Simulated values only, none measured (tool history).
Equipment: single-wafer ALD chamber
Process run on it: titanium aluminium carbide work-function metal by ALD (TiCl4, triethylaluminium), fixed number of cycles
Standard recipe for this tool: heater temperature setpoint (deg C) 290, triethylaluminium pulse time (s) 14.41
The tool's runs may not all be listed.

run	hour	heater temperature setpoint (deg C)	triethylaluminium pulse time (s)	wafers since the last listed run	hours since the last thermocouple change	hours since the last triethylaluminium bottle change	hours since the showerhead was replaced	hours since the gauge calibration	read-back reference wafer on the same gauge, thickness_nm	mean film thickness on the monitor wafer (nm)
1	0	290	14.41	0	1842.7	1426.1	3762.3	191	1.88	1.973
2	31.2	290	14.41	183	1873.9	1457.3	3793.5	222.2	1.88	1.966
3	65.3	290	14.41	200	1908	1491.4	3827.6	256.3	1.88	1.959
4	92.6	290	14.41	160	1935.3	1518.7	3854.9	283.6	1.881	1.953
5	121.6	290	10.28	170	1964.3	1547.7	3883.9	312.6	1.881	1.765
# hour 143.3: thermocouple changed; heater temperature recalibrated
6	144.9	290	10.28	90	1.6	1571	3907.2	335.9	1.881	1.757
7	163.6	290	10.28	110	20.3	1589.7	3925.9	354.6	1.88	1.749
8	187.7	282	14.41	141	44.4	1613.8	3950	378.7	1.879	1.87
9	215.5	279	11.55	163	72.2	1641.6	3977.8	406.5	1.881	1.718
# hour 222.6: gauge calibrated
10	245.2	284	18.96	174	101.9	1671.3	4007.5	22.6	1.88	1.946
# hour 272.3: showerhead replaced
11	273.5	290	14.41	119	130.2	1699.6	1.2	50.9	1.88	1.888
12	309.1	290	14.41	209	165.8	1735.2	36.8	86.5	1.88	1.87
# hour 337.8: triethylaluminium bottle replaced
13	338.3	297	16.81	124	195	0.5	66	115.7	1.88	2.124
14	356.2	278	17.19	105	212.9	18.4	83.9	133.6	1.88	1.959
15	378.3	276	10.31	130	235	40.5	106	155.7	1.88	1.886
16	408.4	279	17.35	177	265.1	70.6	136.1	185.8	1.879	1.973
17	420.8	290	12.2	72	277.5	83	148.5	198.2	1.88	2.026
18	446.3	290	10.64	150	303	108.5	174	223.7	1.879	1.995
19	477.3	276	19.2	182	334	139.5	205	254.7	1.879	1.954

3 options for the next run, each taken on its own from the tool as it stands now. Forecast them:
A	477.7	290	14.41	2	334.4	139.9	205.4	255.1	?	?
B	477.7	277	18.52	2	334.4	139.9	205.4	255.1	?	?
C	477.7	303	17.95	2	334.4	139.9	205.4	255.1	?	?

run	read-back reference wafer on the same gauge, thickness_nm	mean film thickness on the monitor wafer (nm)
A	1.882	2.044
B	1.882	1.952
C	1.882	2.163
With the hidden condition removed and each run's random variation left untouched, the same runs would have given:
run	mean film thickness on the monitor wafer (nm)
A	2.046
B	1.952
C	2.163

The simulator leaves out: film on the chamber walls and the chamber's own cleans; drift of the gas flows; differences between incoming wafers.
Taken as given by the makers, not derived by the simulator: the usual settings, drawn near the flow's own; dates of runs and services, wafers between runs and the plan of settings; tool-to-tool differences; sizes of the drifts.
